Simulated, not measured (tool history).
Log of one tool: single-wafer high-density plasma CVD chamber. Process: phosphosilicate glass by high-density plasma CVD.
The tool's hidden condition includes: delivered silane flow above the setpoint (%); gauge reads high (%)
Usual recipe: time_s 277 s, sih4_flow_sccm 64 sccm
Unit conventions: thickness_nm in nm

run,hour,time_s,sih4_flow_sccm,wafers since the last listed run,hours since the silane flow controller was replaced,hours since the gauge calibration,"read-back reference wafer on the same gauge, thickness_nm",thickness_nm
1,0.0,277,64,0,2001.1,895.4,1600.268,1664.548
2,86.2,277,64,534,2087.3,981.6,1599.648,1671.379
3,193.4,277,64,664,2194.5,1088.8,1599.640,1668.160
4,298.0,277,64,648,2299.1,1193.4,1600.304,1671.913
5,370.8,277,64,451,2371.9,1266.2,1599.880,1664.921
6,436.4,277,56,406,2437.5,1331.8,1599.830,1459.948
7,500.1,292,64,395,2501.2,1395.5,1600.542,1765.753
8,573.1,277,64,452,2574.2,1468.5,1599.942,1667.074
9,615.2,277,64,261,2616.3,1510.6,1600.271,1672.265
10,698.7,277,64,517,2699.8,1594.1,1599.560,1669.430
11,794.2,277,64,592,2795.3,1689.6,1599.751,1672.855
12,832.5,277,64,237,2833.6,1727.9,1599.532,1666.384
13,930.5,306,64,607,2931.6,1825.9,1599.883,1849.702
14,1030.5,306,64,620,3031.6,1925.9,1600.456,1846.336
15,1081.2,250,59,314,3082.3,1976.6,1600.080,1386.962
16,1183.1,277,64,631,3184.2,2078.5,1599.751,1667.654
17,1222.2,277,64,242,3223.3,2117.6,1599.901,1668.431
18,1313.8,277,64,568,3314.9,2209.2,1600.115,1671.602
# hour 1335.7: gauge calibrated
19,1368.2,310,55,337,3369.3,32.5,1600.686,1605.784
20,1419.5,297,71,318,3420.6,83.8,1599.959,1974.895
21,1497.0,241,60,480,3498.1,161.3,1600.738,1362.943
22,1534.4,252,68,231,3535.5,198.7,1600.138,1613.428
23,1601.1,277,64,413,3602.2,265.4,1600.572,1674.785
# hour 1668.1: silane flow controller replaced
24,1702.2,277,64,577,34.1,366.5,1599.645,1676.402
25,1770.0,295,60,420,101.9,434.3,1600.385,1668.921
26,1841.5,277,64,443,173.4,505.8,1600.385,1667.447
27,1901.8,332,55,373,233.7,566.1,1599.988,1725.226
28,1987.9,222,64,533,319.8,652.2,1599.517,1336.986
29,2087.2,233,64,615,419.1,751.5,1599.772,1399.329
30,2169.5,295,76,510,501.4,833.8,1600.469,2115.689
31,2252.3,318,64,513,584.2,916.6,1600.125,1917.122
32,2318.2,325,68,408,650.1,982.5,1600.311,2080.056
33,2363.3,277,64,279,695.2,1027.6,1599.201,1669.322
34,2648.9,306,64,1771,980.8,1313.2,1599.921,1845.377

Predict each of these 3 candidate next runs independently; none follows another, all start after run 34:
A,2649.4,277,64,3,981.3,1313.7,?,?
B,2649.4,243,74,3,981.3,1313.7,?,?
C,2649.4,314,60,3,981.3,1313.7,?,?

run,"read-back reference wafer on the same gauge, thickness_nm",thickness_nm
A,1600.417,1673.036
B,1600.417,1697.007
C,1600.417,1777.978
Without the tool's unlogged condition, the same runs would have read:
run,thickness_nm
A,1673.036
B,1697.007
C,1777.978

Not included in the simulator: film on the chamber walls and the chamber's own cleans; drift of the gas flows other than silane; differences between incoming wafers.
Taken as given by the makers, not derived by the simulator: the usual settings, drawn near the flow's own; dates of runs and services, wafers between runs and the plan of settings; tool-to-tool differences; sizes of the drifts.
